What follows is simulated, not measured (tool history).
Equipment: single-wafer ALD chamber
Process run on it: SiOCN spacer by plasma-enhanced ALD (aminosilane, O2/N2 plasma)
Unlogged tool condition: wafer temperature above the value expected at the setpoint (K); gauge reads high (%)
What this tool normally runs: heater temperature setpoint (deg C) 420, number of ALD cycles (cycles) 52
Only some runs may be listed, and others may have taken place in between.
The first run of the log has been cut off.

| run | hour | heater temperature setpoint (deg C) | number of ALD cycles (cycles) | wafers since the last listed run | hours since the last thermocouple change | hours since the gauge calibration | read-back reference wafer on the same gauge, thickness_nm | mean film thickness on the monitor wafer (nm) |
|---|---|---|---|---|---|---|---|---|
| 2 | 7.9 | 420 | 52 | 53 | 2931.6 | 161.7 | 3.75 | 3.14 |
| 3 | 14.9 | 420 | 52 | 47 | 2938.6 | 168.7 | 3.749 | 3.141 |
| 4 | 25.8 | 420 | 52 | 73 | 2949.5 | 179.6 | 3.749 | 3.139 |
| 5 | 54.7 | 420 | 52 | 194 | 2978.4 | 208.5 | 3.752 | 3.154 |
| 6 | 69.4 | 420 | 52 | 98 | 2993.1 | 223.2 | 3.749 | 3.138 |
| 7 | 76 | 420 | 52 | 44 | 2999.7 | 229.8 | 3.751 | 3.153 |
| 8 | 93.9 | 425 | 58 | 120 | 3017.6 | 247.7 | 3.751 | 3.424 |
| 9 | 103.5 | 425 | 58 | 64 | 3027.2 | 257.3 | 3.752 | 3.453 |
| 10 | 116.5 | 420 | 52 | 87 | 3040.2 | 270.3 | 3.751 | 3.145 |
| 11 | 131.3 | 420 | 52 | 99 | 3055 | 285.1 | 3.751 | 3.133 |
| 12 | 146.9 | 420 | 45 | 105 | 3070.6 | 300.7 | 3.75 | 2.736 |
| 13 | 155.1 | 420 | 45 | 55 | 3078.8 | 308.9 | 3.747 | 2.729 |
| 14 | 164 | 420 | 52 | 59 | 3087.7 | 317.8 | 3.75 | 3.125 |
|  | 181.3 | thermocouple changed; heater temperature recalibrated |
| 15 | 181.8 | 420 | 52 | 65 | 0.5 | 335.6 | 3.751 | 3.139 |
| 16 | 191.3 | 420 | 52 | 63 | 10 | 345.1 | 3.752 | 3.137 |
| 17 | 200.4 | 420 | 52 | 61 | 19.1 | 354.2 | 3.748 | 3.127 |
| 18 | 217.3 | 420 | 52 | 113 | 36 | 371.1 | 3.749 | 3.134 |
| 19 | 223.5 | 420 | 52 | 41 | 42.2 | 377.3 | 3.749 | 3.146 |

Run 20 is up next; what results do you expect?
| 20 | 235.5 | 414 | 52 | 80 | 54.2 | 389.3 | ? | ? |

{"run 20": {"read-back reference wafer on the same gauge, thickness_nm": 3.751, "mean film thickness on the monitor wafer (nm)": 3.2}}
Without the tool's hidden state the same run would have given mean film thickness on the monitor wafer (nm) 3.2.

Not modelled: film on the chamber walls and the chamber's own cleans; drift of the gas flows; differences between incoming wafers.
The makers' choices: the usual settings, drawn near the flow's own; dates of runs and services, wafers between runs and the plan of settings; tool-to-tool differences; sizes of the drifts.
